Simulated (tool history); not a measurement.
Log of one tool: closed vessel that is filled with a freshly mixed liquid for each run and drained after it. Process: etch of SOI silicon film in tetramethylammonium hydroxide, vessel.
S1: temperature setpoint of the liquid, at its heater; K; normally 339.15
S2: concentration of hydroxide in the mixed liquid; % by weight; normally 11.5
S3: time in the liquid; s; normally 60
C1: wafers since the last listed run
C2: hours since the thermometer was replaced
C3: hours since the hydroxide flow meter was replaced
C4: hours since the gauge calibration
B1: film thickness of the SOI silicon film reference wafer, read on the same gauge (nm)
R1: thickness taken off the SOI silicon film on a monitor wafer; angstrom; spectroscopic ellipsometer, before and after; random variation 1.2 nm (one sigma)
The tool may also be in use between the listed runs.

run     day      S1    S2  S3    C1      C2      C3     C4     B1      R1
  1       0  339.15  11.5  60     0  2914.2    2314    503  80.02  3603.8
  2   0.829  339.15  11.5  60  2779  2934.1  2333.9  522.9     80  3638.9
  3   2.279  339.15  11.5  60  4861  2968.9  2368.7  557.7  79.96  3632.3
  4   3.504  339.15  13.5  60  4106  2998.3  2398.1  587.1  80.02  3439.6
  5   4.354  339.15  13.5  60  2849  3018.7  2418.5  607.5  80.01  3438.2
  6   5.592  339.15  11.5  60  4148  3048.4  2448.2  637.2     80    3649
  7   6.112  339.15  11.5  60  1746  3060.9  2460.7  649.7  79.97  3655.1
      7.046  -- thermometer replaced
  8   7.175  339.15  11.5  60  3422     3.1  2486.2  675.2  80.03  3333.8
  9    7.95  339.15  11.5  60  2598    21.7  2504.8  693.8  80.02  3304.2
 10   8.617  339.15  11.5  60  2234    37.7  2520.8  709.8     80  3307.4
 11   9.658  339.15  11.5  60  3492    62.7  2545.8  734.8  79.98  3321.9
 12   10.25  333.65    14  60  1983    76.9    2560    749  79.99  2211.1
 13  11.588  336.15  11.5  60  4483     109  2592.1  781.1  79.99  2785.3
     12.179  -- hydroxide flow meter replaced
 14  12.479  339.15  11.5  60  2849   130.4     7.2  802.5  80.03  3199.3
 15  12.996  346.65   8.5  40  1732   142.8    19.6  814.9  80.01  3677.5
 16  14.188  346.15  14.5  70  3994   171.4    48.2  843.5  79.98  5142.7
     15.479  -- gauge calibrated
 17  15.529  339.15   9.5  45  4497   203.6    80.4    1.2  80.03  2593.5

Run 18, settings as shown, results not yet in. Your forecast:
 18  16.171  339.15  11.5  60  2151  219  95.8  16.6   ?   ?

B1: 80.02
R1: 3227.7 angstrom
With the hidden condition absent and the run-to-run variation left alone, this run would have shown R1 3145.1 angstrom.
